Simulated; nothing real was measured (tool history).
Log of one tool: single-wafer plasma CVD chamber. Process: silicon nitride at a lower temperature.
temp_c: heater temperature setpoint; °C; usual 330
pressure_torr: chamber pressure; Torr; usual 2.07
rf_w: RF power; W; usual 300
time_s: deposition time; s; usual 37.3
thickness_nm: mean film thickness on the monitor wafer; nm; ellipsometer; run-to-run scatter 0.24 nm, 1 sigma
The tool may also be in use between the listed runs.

run	day	temp_c	pressure_torr	rf_w	time_s	read-back reference wafer on the same gauge, thickness_nm	thickness_nm
1	0.000	325	1.77	300	37.3	40.681	44.802
2	1.700	330	1.80	300	37.3	40.699	45.117
3	8.675	330	1.80	300	37.3	40.753	45.057
4	10.583	330	2.07	300	37.3	40.690	47.814
5	12.529	330	2.07	300	37.3	40.756	47.765
6	14.854	330	2.07	300	37.3	40.663	47.806
# day 15.338: RF generator calibrated
# day 16.017: thermocouple changed; heater temperature recalibrated
7	16.450	330	2.07	300	37.3	40.761	45.346
8	18.250	343	2.07	300	40.1	40.691	48.659
# day 19.150: showerhead replaced
9	19.750	330	2.32	300	41.6	40.662	52.838
10	22.567	340	2.07	315	37.3	40.672	47.554
11	24.371	330	2.37	355	39.8	40.731	58.574
# day 27.633: RF generator calibrated, repeated, since the last time left the tool worse
12	27.888	319	1.81	250	30.4	40.691	32.174
13	29.983	322	1.87	350	32.9	40.627	45.983
# day 31.304: capacitance manometer re-zeroed and calibrated
14	31.325	330	2.07	300	37.3	40.680	48.833
15	34.025	330	1.84	300	44.0	40.743	54.527
16	35.850	330	2.07	300	37.3	40.771	48.972
17	38.096	325	1.79	350	32.3	40.617	44.665
# day 40.062: gauge calibrated
18	40.846	330	2.36	300	44.1	40.798	61.384
19	43.312	330	1.89	300	40.5	40.662	50.846
20	45.838	330	1.84	300	44.0	40.766	54.321
21	48.475	330	2.07	300	37.3	40.651	49.126
22	51.083	335	2.07	300	37.3	40.676	48.572
23	53.508	318	1.75	300	30.2	40.733	36.444
24	54.738	318	2.07	300	37.3	40.677	48.907
25	57.204	330	2.07	245	37.3	40.613	40.783
26	59.804	335	2.07	300	37.3	40.716	48.831
27	61.292	330	2.07	300	30.5	40.694	39.725
28	62.775	321	2.07	280	37.3	40.680	46.123

What if the next run were any one of these 4? Each begins from the tool's condition after run 28:
A	62.792	330	2.07	300	37.3	?	?
B	62.792	330	2.07	255	37.3	?	?
C	62.792	330	1.65	325	42.5	?	?
D	62.792	336	2.07	300	37.3	?	?

run	read-back reference wafer on the same gauge, thickness_nm	thickness_nm
A	40.609	48.580
B	40.609	42.367
C	40.609	52.492
D	40.609	48.465
With no hidden state in the tool, these same runs would have given:
run	thickness_nm
A	49.215
B	42.941
C	53.160
D	49.098

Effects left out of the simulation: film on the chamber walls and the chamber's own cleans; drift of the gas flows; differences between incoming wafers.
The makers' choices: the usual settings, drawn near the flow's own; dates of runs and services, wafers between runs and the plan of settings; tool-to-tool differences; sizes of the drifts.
